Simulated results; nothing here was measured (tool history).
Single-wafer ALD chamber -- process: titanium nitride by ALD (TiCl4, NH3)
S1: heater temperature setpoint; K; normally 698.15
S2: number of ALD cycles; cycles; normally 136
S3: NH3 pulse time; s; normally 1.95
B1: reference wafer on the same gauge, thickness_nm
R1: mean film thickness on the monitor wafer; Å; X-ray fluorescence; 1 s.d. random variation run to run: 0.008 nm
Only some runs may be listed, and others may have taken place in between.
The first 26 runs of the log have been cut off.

run   hour      S1   S2    S3     B1     R1
 27  313.1  698.15  136  1.95  3.045  31.24
 28  329.5  692.15  116  1.95  3.047  26.58
 29  345.5  698.15  136  1.95  3.039  31.29
 30  355.6  702.15  147  2.32  3.044  34.07
 31  366.6  707.15  136  2.25  3.043  31.38
     371.9  -- gauge calibrated
 32  383.4  690.15  152  1.65  3.095  35.09
 33    390  698.15  128  1.95  3.089  30.02
 34  403.3  698.15  136  2.66  3.087  31.94
 35  413.2  698.15  123  2.61  3.082  28.93
 36  429.4  704.15  136  1.95  3.079  31.66

Forecast run 37:
 37  437.5  704.15  136  1.95   ?   ?

B1: 3.077
R1: 31.52 Å
Take away the tool's hidden state, keep the run-to-run variation as it was, and the same run would have given R1 31.75 Å.
